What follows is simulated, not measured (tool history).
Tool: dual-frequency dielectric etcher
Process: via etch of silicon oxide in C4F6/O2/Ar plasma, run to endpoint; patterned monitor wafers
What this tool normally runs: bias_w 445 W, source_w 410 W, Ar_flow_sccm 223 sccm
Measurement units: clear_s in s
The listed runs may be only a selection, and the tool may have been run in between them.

run   hour  bias_w  source_w  Ar_flow_sccm  incoming incoming film thickness, nm  clear_s
  1      0     445       410           223                                  80.2     16.6
  2   30.6     469       410           223                                  80.5     16.2
  3   63.1     445       410           223                                  79.6     16.5
  4   95.4     445       410           223                                  79.9     16.2
       140  -- wet clean of the chamber
  5  140.5     445       410           223                                  80.2     17.2
  6  144.7     445       410           223                                  79.8       17
  7  167.1     445       410           223                                  80.8     17.2
  8  185.7     445       410           223                                  79.6     16.9
  9  201.6     445       410           223                                  80.9       17
 10  237.1     445       410           223                                  80.5       17
     243.5  -- bias power generator calibrated
 11  253.9     445       410           223                                  81.1       17
 12  289.6     445       410           223                                  80.2     16.8
 13  308.5     493       500           171                                  80.3     14.3
 14    338     445       410           223                                  79.8     16.7
     351.5  -- source power generator calibrated
 15  359.8     445       410           223                                  79.8     16.6
 16  390.8     445       410           223                                    80     16.5
     423.3  -- upper electrode replaced
 17  423.8     445       410           258                                  79.6     16.6
     439.5  -- Ar flow controller replaced
 18  449.3     351       500           223                                  80.1     15.8
     488.1  -- wet clean of the chamber
 19  488.6     469       410           223                                  80.7     16.9
 20  494.6     445       500           179                                  80.8     15.1
 21  562.8     388       470           223                                  80.6     16.2
 22  590.7     369       410           178                                  80.5     17.4
 23  623.1     445       330           253                                  80.3     19.2
 24    643     445       360           223                                  80.3       18

4 ways to go on from here, each from the tool as it stands after run 24. What would each give?
  A  643.4     445       410           204                                  80.8        ?
  B  643.4     500       310           266                                  80.8        ?
  C  643.4     493       450           223                                  80.8        ?
  D  643.4     519       370           256                                  80.8        ?

run  clear_s
  A     16.7
  B     19.5
  C     15.6
  D     17.3
Without the tool's unlogged condition, the same runs would have read:
run  clear_s
  A       17
  B     19.9
  C     15.9
  D     17.7
